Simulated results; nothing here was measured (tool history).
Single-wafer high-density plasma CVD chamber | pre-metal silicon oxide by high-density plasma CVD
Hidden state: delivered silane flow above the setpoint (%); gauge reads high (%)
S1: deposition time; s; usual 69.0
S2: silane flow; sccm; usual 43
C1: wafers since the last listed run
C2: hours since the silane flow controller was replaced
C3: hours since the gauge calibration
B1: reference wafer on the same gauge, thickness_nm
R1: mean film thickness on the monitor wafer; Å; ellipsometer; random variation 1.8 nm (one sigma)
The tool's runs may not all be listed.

run    hour    S1  S2    C1      C2     C3       B1       R1
  1     0.0  69.0  38     0  1293.7  205.2  301.755  3034.86
  2    25.4  69.0  39   274  1319.1  230.6  302.722  3096.38
  3    71.6  69.0  39   499  1365.3  276.8  301.352  3089.08
  4   114.3  69.0  39   461  1408.0  319.5  301.825  3083.28
  5   162.6  69.0  46   522  1456.3  367.8  301.668  3681.09
  6   208.7  69.0  46   498  1502.4  413.9  301.917  3650.91
  7   267.4  69.0  46   634  1561.1  472.6  302.227  3689.00
  8   336.0  60.5  39   741  1629.7  541.2  301.366  2709.44
  9   394.9  60.5  39   636  1688.6  600.1  301.812  2726.55
 10   495.2  60.5  39  1084  1788.9  700.4  302.373  2712.33
      547.3  -- silane flow controller replaced
 11   547.8  69.0  43   482     0.5  753.0  302.663  3258.38
 12   616.2  69.0  43   739    68.9  821.4  302.092  3329.36
 13   640.7  69.0  43   264    93.4  845.9  301.776  3307.03
      681.0  -- gauge calibrated
 14   710.1  73.0  43   750   162.8   29.1  302.479  3493.74
 15   770.1  78.9  38   648   222.8   89.1  301.901  3376.98
 16   818.8  62.9  43   526   271.5  137.8  302.190  3020.88
 17   897.9  69.0  43   855   350.6  216.9  302.705  3366.15
 18   932.8  69.0  43   377   385.5  251.8  301.443  3392.83
 19   974.4  74.3  49   449   427.1  293.4  302.429  4131.65
 20  1028.7  77.4  47   587   481.4  347.7  302.420  4180.14
 21  1060.2  69.0  43   340   512.9  379.2  301.270  3394.58
 22  1098.5  69.0  43   414   551.2  417.5  302.327  3355.87
 23  1149.9  60.1  45   555   602.6  468.9  302.404  3065.39
 24  1182.9  76.9  43   356   635.6  501.9  302.723  3754.52
 25  1248.1  69.0  51   704   700.8  567.1  302.072  4049.20
 26  1272.5  56.7  51   263   725.2  591.5  302.650  3307.93
 27  1327.5  78.9  40   594   780.2  646.5  301.059  3608.84
 28  1380.1  63.1  48   568   832.8  699.1  301.718  3455.69
 29  1449.4  81.1  50   749   902.1  768.4  302.486  4663.61

5 ways to go on from here, each from the tool as it stands after run 29. What would each give?
  A  1449.8  69.0  37   4  902.5  768.8   ?   ?
  B  1449.8  56.0  38   4  902.5  768.8   ?   ?
  C  1449.8  74.0  36   4  902.5  768.8   ?   ?
  D  1449.8  80.5  50   4  902.5  768.8   ?   ?
  E  1449.8  74.6  49   4  902.5  768.8   ?   ?

run       B1       R1
  A  301.572  2980.00
  B  301.572  2483.92
  C  301.572  3109.57
  D  301.572  4698.21
  E  301.572  4266.79
Without the tool's hidden state the same runs would have given:
run       R1
  A  2841.90
  B  2368.80
  C  2965.46
  D  4480.47
  E  4069.04
